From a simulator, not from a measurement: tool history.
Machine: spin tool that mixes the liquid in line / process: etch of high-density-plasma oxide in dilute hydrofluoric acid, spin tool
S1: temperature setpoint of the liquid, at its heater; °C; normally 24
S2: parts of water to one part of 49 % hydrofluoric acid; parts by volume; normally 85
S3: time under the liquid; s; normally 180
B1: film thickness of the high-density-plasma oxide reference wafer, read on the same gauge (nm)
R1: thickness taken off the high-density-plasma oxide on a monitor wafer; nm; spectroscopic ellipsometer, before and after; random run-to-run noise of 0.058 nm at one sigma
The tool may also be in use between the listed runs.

| run | hour | S1 | S2 | S3 | B1 | R1 |
|---|---|---|---|---|---|---|
| 1 | 0 | 24 | 70 | 180 | 151.42 | 13.06 |
| 2 | 35.3 | 24 | 70 | 180 | 151.85 | 12.93 |
| 3 | 71.2 | 24 | 85 | 180 | 152.14 | 10.5 |
| 4 | 121.3 | 24 | 85 | 180 | 152.51 | 10.49 |
| 5 | 190 | 24 | 115 | 180 | 152.88 | 7.54 |
| 6 | 227.4 | 24 | 115 | 180 | 153.07 | 7.55 |
| 7 | 263.6 | 24 | 105 | 265 | 153.13 | 12.44 |
| 8 | 293.2 | 24 | 105 | 265 | 153.26 | 12.36 |
| 9 | 329.3 | 24 | 85 | 220 | 153.35 | 12.99 |
| 10 | 384.8 | 24 | 50 | 115 | 153.44 | 12.07 |
| 11 | 428.9 | 26.5 | 100 | 105 | 153.5 | 5.73 |
|  | 452.4 | thermometer replaced |
| 12 | 493.1 | 24 | 55 | 90 | 153.58 | 8.57 |
|  | 509.7 | gauge calibrated |
| 13 | 565.1 | 24 | 55 | 180 | 150.74 | 16.67 |
|  | 619.2 | hydrofluoric acid flow meter replaced |
| 14 | 633.3 | 22.5 | 85 | 180 | 151.55 | 9.89 |
| 15 | 691.1 | 24 | 60 | 120 | 152.11 | 10.28 |
| 16 | 760.9 | 24 | 105 | 265 | 152.54 | 12.22 |
| 17 | 789.8 | 24 | 85 | 180 | 152.67 | 10.58 |

State the hidden condition of the tool at each of the runs:
liquid colder than its thermometer reads (K): 0, the same for each run
hydrofluoric acid flow below the setpoint (%): 0, the same for each run
H1: gauge reads high (%)
| run | H1 |
|---|---|
| 1 | 0.965 |
| 2 | 1.22 |
| 3 | 1.43 |
| 4 | 1.67 |
| 5 | 1.92 |
| 6 | 2.02 |
| 7 | 2.1 |
| 8 | 2.16 |
| 9 | 2.22 |
| 10 | 2.29 |
| 11 | 2.34 |
| 12 | 2.39 |
| 13 | 0.5 |
| 14 | 1.05 |
| 15 | 1.39 |
| 16 | 1.69 |
| 17 | 1.79 |
